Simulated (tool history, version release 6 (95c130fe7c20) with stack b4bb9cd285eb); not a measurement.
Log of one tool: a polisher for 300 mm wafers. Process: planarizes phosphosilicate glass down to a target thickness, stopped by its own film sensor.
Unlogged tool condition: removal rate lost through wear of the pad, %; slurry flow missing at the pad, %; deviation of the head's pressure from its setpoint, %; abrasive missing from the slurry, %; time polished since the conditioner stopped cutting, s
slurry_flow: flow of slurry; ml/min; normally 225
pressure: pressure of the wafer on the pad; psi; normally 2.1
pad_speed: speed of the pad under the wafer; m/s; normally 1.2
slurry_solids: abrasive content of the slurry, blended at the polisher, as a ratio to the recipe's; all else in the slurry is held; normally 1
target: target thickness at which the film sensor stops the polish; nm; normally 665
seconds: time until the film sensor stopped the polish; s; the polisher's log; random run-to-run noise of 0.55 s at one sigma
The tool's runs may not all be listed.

| run | hour | slurry_flow | pressure | pad_speed | slurry_solids | target | wafers since the last listed run | wafers polished on this pad | hours since the slurry nozzle was cleaned | hours since the head pressure was calibrated | hours since the slurry blender was calibrated | hours since the conditioning disc was replaced | incoming thickness of the incoming film, nm | seconds |
|---|---|---|---|---|---|---|---|---|---|---|---|---|---|---|
| 1 | 0 | 225 | 2.1 | 1.2 | 1 | 665 | 0 | 1148 | 470.8 | 1052.3 | 286.6 | 429.1 | 1167.1 | 77.1 |
|  | 3.8 | slurry nozzle cleaned |
| 2 | 19 | 225 | 2.1 | 1.2 | 1 | 665 | 112 | 1261 | 15.2 | 1071.3 | 305.6 | 448.1 | 1169.7 | 78.2 |
|  | 27.2 | slurry blender recalibrated |
|  | 61.3 | worn pad replaced by a new one |
| 3 | 65.9 | 225 | 2.1 | 1.2 | 0.8 | 796 | 254 | 28 | 62.1 | 1118.2 | 38.7 | 495 | 1151.4 | 56 |
| 4 | 84.4 | 225 | 2.1 | 1.2 | 1 | 665 | 115 | 143 | 80.6 | 1136.7 | 57.2 | 513.5 | 1183.5 | 74.5 |
|  | 88.8 | conditioning disc replaced and pad reconditioned |
| 5 | 97.2 | 225 | 2.1 | 1.36 | 1.15 | 532 | 67 | 211 | 93.4 | 1149.5 | 70 | 8.4 | 1172.9 | 81 |
| 6 | 122.8 | 225 | 2.7 | 1.2 | 0.75 | 665 | 159 | 370 | 119 | 1175.1 | 95.6 | 34 | 1164.4 | 64 |
| 7 | 155 | 160 | 2.1 | 0.94 | 1 | 665 | 200 | 570 | 151.2 | 1207.3 | 127.8 | 66.2 | 1191.8 | 98.8 |
| 8 | 170.5 | 225 | 2.1 | 1.5 | 1 | 733 | 96 | 667 | 166.7 | 1222.8 | 143.3 | 81.7 | 1181.2 | 55.9 |
| 9 | 202.3 | 185 | 2.5 | 1.2 | 1.25 | 784 | 198 | 865 | 198.5 | 1254.6 | 175.1 | 113.5 | 1156.6 | 43.8 |
|  | 226.2 | head pressure recalibrated |
| 10 | 226.7 | 155 | 2.1 | 1.2 | 1 | 620 | 139 | 1004 | 222.9 | 0.5 | 199.5 | 137.9 | 1161.3 | 80.5 |
| 11 | 272.3 | 155 | 1.7 | 1.2 | 1.1 | 508 | 283 | 1288 | 268.5 | 46.1 | 245.1 | 183.5 | 1167.9 | 120.8 |
|  | 284.4 | worn pad replaced by a new one |
| 12 | 290.7 | 250 | 2.1 | 1.54 | 1.2 | 665 | 89 | 39 | 286.9 | 64.5 | 263.5 | 201.9 | 1162 | 55.5 |
| 13 | 316.9 | 225 | 1.9 | 1.2 | 1 | 804 | 163 | 202 | 313.1 | 90.7 | 289.7 | 228.1 | 1159.4 | 58.7 |
|  | 329.5 | slurry blender recalibrated |
| 14 | 338.4 | 225 | 2.1 | 0.96 | 1 | 814 | 121 | 323 | 334.6 | 112.2 | 8.9 | 249.6 | 1172 | 58.3 |
| 15 | 351.6 | 225 | 2.1 | 1.2 | 0.9 | 665 | 82 | 406 | 347.8 | 125.4 | 22.1 | 262.8 | 1168.3 | 74.3 |
| 16 | 398 | 225 | 2.1 | 1.2 | 1 | 665 | 288 | 695 | 394.2 | 171.8 | 68.5 | 309.2 | 1163.9 | 70.5 |
| 17 | 433.9 | 225 | 2.1 | 1.2 | 1 | 665 | 223 | 918 | 430.1 | 207.7 | 104.4 | 345.1 | 1169 | 71.6 |
| 18 | 446.2 | 225 | 1.8 | 0.82 | 1.15 | 816 | 76 | 995 | 442.4 | 220 | 116.7 | 357.4 | 1182 | 76.7 |
|  | 453.2 | slurry nozzle cleaned |
| 19 | 466.6 | 160 | 2.1 | 0.94 | 1 | 665 | 120 | 1116 | 13.4 | 240.4 | 137.1 | 377.8 | 1169.3 | 90.7 |
| 20 | 485.8 | 225 | 2.1 | 1.2 | 1 | 665 | 119 | 1235 | 32.6 | 259.6 | 156.3 | 397 | 1177.7 | 74.1 |
|  | 506.7 | worn pad replaced by a new one |
| 21 | 517.3 | 225 | 2.1 | 1.2 | 1 | 665 | 171 | 65 | 64.1 | 291.1 | 187.8 | 428.5 | 1189 | 75.8 |
| 22 | 547.6 | 225 | 2.1 | 1.2 | 0.75 | 665 | 188 | 254 | 94.4 | 321.4 | 218.1 | 458.8 | 1184.5 | 86.1 |
| 23 | 576.8 | 225 | 2.1 | 1.2 | 1.1 | 567 | 181 | 436 | 123.6 | 350.6 | 247.3 | 488 | 1163.6 | 86.2 |
|  | 583.5 | conditioning disc replaced and pad reconditioned |
|  | 616.1 | slurry blender recalibrated |
| 24 | 675.1 | 260 | 2.4 | 1.2 | 0.75 | 665 | 587 | 1023 | 221.9 | 448.9 | 59 | 91.6 | 1161.3 | 68.6 |
|  | 717.4 | worn pad replaced by a new one |
| 25 | 766.9 | 275 | 1.8 | 1.2 | 1.1 | 792 | 546 | 308 | 313.7 | 540.7 | 150.8 | 183.4 | 1158.1 | 59.6 |
| 26 | 801.1 | 225 | 2.6 | 1.2 | 1 | 665 | 212 | 521 | 347.9 | 574.9 | 185 | 217.6 | 1163.7 | 60.6 |

Give the tool's hidden conditions for every run:
removal rate lost through wear of the pad, %: 0 in every run
slurry flow missing at the pad, %: 0 in every run
time polished since the conditioner stopped cutting, s: 0 in every run
H1: deviation of the head's pressure from its setpoint, %
H2: abrasive missing from the slurry, %
| run | H1 | H2 |
|---|---|---|
| 1 | -7.03 | 15.2 |
| 2 | -7.06 | 17.1 |
| 3 | -7.14 | 0.827 |
| 4 | -7.17 | 1.13 |
| 5 | -7.18 | 1.41 |
| 6 | -7.22 | 2.13 |
| 7 | -7.26 | 3.36 |
| 8 | -7.28 | 4.08 |
| 9 | -7.32 | 5.81 |
| 10 | -1.13 | 7.38 |
| 11 | -1.87 | 10.8 |
| 12 | -2.14 | 12.4 |
| 13 | -2.52 | 14.9 |
| 14 | -2.81 | 0.403 |
| 15 | -2.99 | 0.473 |
| 16 | -3.56 | 1.19 |
| 17 | -3.97 | 2.25 |
| 18 | -4.1 | 2.72 |
| 19 | -4.31 | 3.6 |
| 20 | -4.5 | 4.57 |
| 21 | -4.79 | 6.42 |
| 22 | -5.06 | 8.52 |
| 23 | -5.3 | 10.8 |
| 24 | -6.01 | 1.61 |
| 25 | -6.55 | 4.9 |
| 26 | -6.72 | 6.87 |

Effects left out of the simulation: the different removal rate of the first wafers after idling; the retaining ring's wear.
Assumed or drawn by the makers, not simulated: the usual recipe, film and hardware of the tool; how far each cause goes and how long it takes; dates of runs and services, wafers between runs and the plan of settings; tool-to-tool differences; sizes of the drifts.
